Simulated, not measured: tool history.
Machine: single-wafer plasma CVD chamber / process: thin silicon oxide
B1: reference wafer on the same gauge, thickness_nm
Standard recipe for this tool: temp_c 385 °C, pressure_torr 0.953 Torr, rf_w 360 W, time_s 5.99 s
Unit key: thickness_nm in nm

{"run": 1, "hour": 0.0, "temp_c": 385, "pressure_torr": 0.953, "rf_w": 360, "time_s": 5.99, "B1": 16.883, "thickness_nm": 14.548}
{"run": 2, "hour": 90.0, "temp_c": 389, "pressure_torr": 0.953, "rf_w": 360, "time_s": 5.99, "B1": 16.884, "thickness_nm": 14.532}
{"run": 3, "hour": 136.8, "temp_c": 389, "pressure_torr": 0.953, "rf_w": 360, "time_s": 5.99, "B1": 16.881, "thickness_nm": 14.459}
{"run": 4, "hour": 235.0, "temp_c": 389, "pressure_torr": 0.953, "rf_w": 360, "time_s": 5.99, "B1": 16.896, "thickness_nm": 14.663}
{"run": 5, "hour": 313.7, "temp_c": 385, "pressure_torr": 0.953, "rf_w": 360, "time_s": 5.99, "B1": 16.904, "thickness_nm": 14.723}
{"run": 6, "hour": 376.9, "temp_c": 385, "pressure_torr": 0.953, "rf_w": 310, "time_s": 5.99, "B1": 16.902, "thickness_nm": 13.135}
{"run": 7, "hour": 457.7, "temp_c": 385, "pressure_torr": 0.953, "rf_w": 310, "time_s": 5.99, "B1": 16.916, "thickness_nm": 13.138}
{"run": 8, "hour": 538.1, "temp_c": 385, "pressure_torr": 0.953, "rf_w": 310, "time_s": 5.99, "B1": 16.913, "thickness_nm": 13.17}
{"hour": 549.1, "done": "showerhead replaced"}
{"hour": 574.8, "done": "thermocouple changed; heater temperature recalibrated"}
{"run": 9, "hour": 590.8, "temp_c": 385, "pressure_torr": 0.953, "rf_w": 360, "time_s": 5.99, "B1": 16.919, "thickness_nm": 14.646}
{"run": 10, "hour": 630.5, "temp_c": 385, "pressure_torr": 1.112, "rf_w": 360, "time_s": 5.99, "B1": 16.909, "thickness_nm": 15.975}
{"run": 11, "hour": 670.7, "temp_c": 385, "pressure_torr": 1.112, "rf_w": 360, "time_s": 5.99, "B1": 16.93, "thickness_nm": 15.821}
{"hour": 682.3, "done": "capacitance manometer re-zeroed and calibrated"}
{"run": 12, "hour": 734.8, "temp_c": 385, "pressure_torr": 1.112, "rf_w": 360, "time_s": 5.99, "B1": 16.93, "thickness_nm": 15.944}
{"run": 13, "hour": 809.3, "temp_c": 385, "pressure_torr": 0.953, "rf_w": 360, "time_s": 5.99, "B1": 16.923, "thickness_nm": 14.643}
{"run": 14, "hour": 907.7, "temp_c": 385, "pressure_torr": 1.083, "rf_w": 335, "time_s": 6.99, "B1": 16.922, "thickness_nm": 17.366}
{"run": 15, "hour": 962.4, "temp_c": 385, "pressure_torr": 0.953, "rf_w": 360, "time_s": 5.99, "B1": 16.931, "thickness_nm": 14.691}
{"hour": 990.4, "done": "gauge calibrated"}
{"run": 16, "hour": 1011.6, "temp_c": 380, "pressure_torr": 1.177, "rf_w": 420, "time_s": 6.36, "B1": 16.596, "thickness_nm": 18.631}
{"run": 17, "hour": 1103.2, "temp_c": 392, "pressure_torr": 1.182, "rf_w": 395, "time_s": 6.47, "B1": 16.632, "thickness_nm": 18.213}
{"run": 18, "hour": 1160.1, "temp_c": 392, "pressure_torr": 1.153, "rf_w": 360, "time_s": 6.84, "B1": 16.657, "thickness_nm": 18.036}
{"run": 19, "hour": 1204.4, "temp_c": 373, "pressure_torr": 0.785, "rf_w": 330, "time_s": 6.81, "B1": 16.684, "thickness_nm": 13.855}
{"run": 20, "hour": 1285.8, "temp_c": 392, "pressure_torr": 0.953, "rf_w": 325, "time_s": 5.99, "B1": 16.72, "thickness_nm": 13.484}
{"hour": 1358.1, "done": "RF generator calibrated"}
{"run": 21, "hour": 1358.6, "temp_c": 370, "pressure_torr": 0.812, "rf_w": 385, "time_s": 5.99, "B1": 16.722, "thickness_nm": 13.774}
{"run": 22, "hour": 1448.3, "temp_c": 391, "pressure_torr": 0.889, "rf_w": 405, "time_s": 6.98, "B1": 16.762, "thickness_nm": 17.124}
{"run": 23, "hour": 1549.1, "temp_c": 381, "pressure_torr": 1.019, "rf_w": 340, "time_s": 5.99, "B1": 16.768, "thickness_nm": 14.548}
{"run": 24, "hour": 1601.7, "temp_c": 385, "pressure_torr": 0.953, "rf_w": 385, "time_s": 6.73, "B1": 16.781, "thickness_nm": 16.862}
{"run": 25, "hour": 1690.6, "temp_c": 385, "pressure_torr": 1.112, "rf_w": 360, "time_s": 5.99, "B1": 16.811, "thickness_nm": 15.75}
{"run": 26, "hour": 1780.7, "temp_c": 385, "pressure_torr": 0.953, "rf_w": 360, "time_s": 5.99, "B1": 16.818, "thickness_nm": 14.546}
{"run": 27, "hour": 1825.5, "temp_c": 385, "pressure_torr": 0.953, "rf_w": 360, "time_s": 5.99, "B1": 16.829, "thickness_nm": 14.639}
{"run": 28, "hour": 1927.8, "temp_c": 385, "pressure_torr": 0.953, "rf_w": 360, "time_s": 5.99, "B1": 16.843, "thickness_nm": 14.66}

Measured less the same run without the tool's hidden state. The same run-to-run variation is in both; the gauge's scatter may not be:
The hidden state here: wafer temperature above the value expected at the setpoint (K); delivered RF power above the setpoint (%); true pressure above the setpoint (%); gauge reads high (%).
run=1 thickness_nm=+0.236
run=2 thickness_nm=+0.243
run=3 thickness_nm=+0.246
run=4 thickness_nm=+0.255
run=5 thickness_nm=+0.261
run=6 thickness_nm=+0.236
run=7 thickness_nm=+0.240
run=8 thickness_nm=+0.244
run=9 thickness_nm=+0.274
run=10 thickness_nm=+0.300
run=11 thickness_nm=+0.298
run=12 thickness_nm=+0.303
run=13 thickness_nm=+0.281
run=14 thickness_nm=+0.336
run=15 thickness_nm=+0.286
run=16 thickness_nm=-0.005
run=17 thickness_nm=+0.039
run=18 thickness_nm=+0.063
run=19 thickness_nm=+0.062
run=20 thickness_nm=+0.083
run=21 thickness_nm=+0.103
run=22 thickness_nm=+0.153
run=23 thickness_nm=+0.152
run=24 thickness_nm=+0.188
run=25 thickness_nm=+0.192
run=26 thickness_nm=+0.191
run=27 thickness_nm=+0.199
run=28 thickness_nm=+0.212
